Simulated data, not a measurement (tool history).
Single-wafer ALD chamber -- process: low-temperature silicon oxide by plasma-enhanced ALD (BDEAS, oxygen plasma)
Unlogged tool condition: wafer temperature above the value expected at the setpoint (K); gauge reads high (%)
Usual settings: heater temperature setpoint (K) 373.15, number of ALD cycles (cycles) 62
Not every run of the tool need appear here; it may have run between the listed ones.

run   hour  heater temperature setpoint (K)  number of ALD cycles (cycles)  wafers since the last listed run  hours since the last thermocouple change  hours since the gauge calibration  read-back reference wafer on the same gauge, thickness_nm  mean film thickness on the monitor wafer (angstrom)
  1      0                           373.15                             62                                 0                                    1154.2                              398.7                                                     10.775                                                94.16
  2   33.6                           373.15                             62                               147                                    1187.8                              432.3                                                     10.774                                                93.81
  3   79.1                           373.15                             62                               199                                    1233.3                              477.8                                                     10.784                                                93.46
  4  124.4                           368.15                             54                               198                                    1278.6                              523.1                                                     10.779                                                83.22
  5    189                           368.15                             54                               283                                    1343.2                              587.7                                                     10.776                                                 83.1
  6  235.4                           368.15                             54                               203                                    1389.6                              634.1                                                      10.78                                                82.99
  7  292.2                           373.15                             62                               249                                    1446.4                              690.9                                                     10.783                                                93.79
  8  335.9                           373.15                             62                               191                                    1490.1                              734.6                                                     10.783                                                94.17
  9  368.8                           378.15                             68                               144                                      1523                              767.5                                                     10.783                                               102.13
 10  430.9                           373.15                             62                               272                                    1585.1                              829.6                                                     10.785                                                93.75
     490.8  -- gauge calibrated
 11  495.9                           364.15                             53                               285                                    1650.1                                5.1                                                     10.785                                                82.62
     560.3  -- thermocouple changed; heater temperature recalibrated
 12  566.6                           369.15                             70                               275                                       6.3                               75.8                                                     10.779                                               107.83
 13  637.1                           373.15                             62                               309                                      76.8                              146.3                                                     10.781                                                93.84
 14    662                           378.15                             53                               109                                     101.7                              171.2                                                     10.777                                                79.37
 15  713.8                           384.15                             65                               227                                     153.5                                223                                                     10.779                                                96.41
 16  747.1                           382.15                             72                               146                                     186.8                              256.3                                                     10.774                                               107.75

List, for all runs, the conditions of the tool that the log does not record:
wafer temperature above the value expected at the setpoint (K): 0 in every run
gauge reads high (%): 0 in every run

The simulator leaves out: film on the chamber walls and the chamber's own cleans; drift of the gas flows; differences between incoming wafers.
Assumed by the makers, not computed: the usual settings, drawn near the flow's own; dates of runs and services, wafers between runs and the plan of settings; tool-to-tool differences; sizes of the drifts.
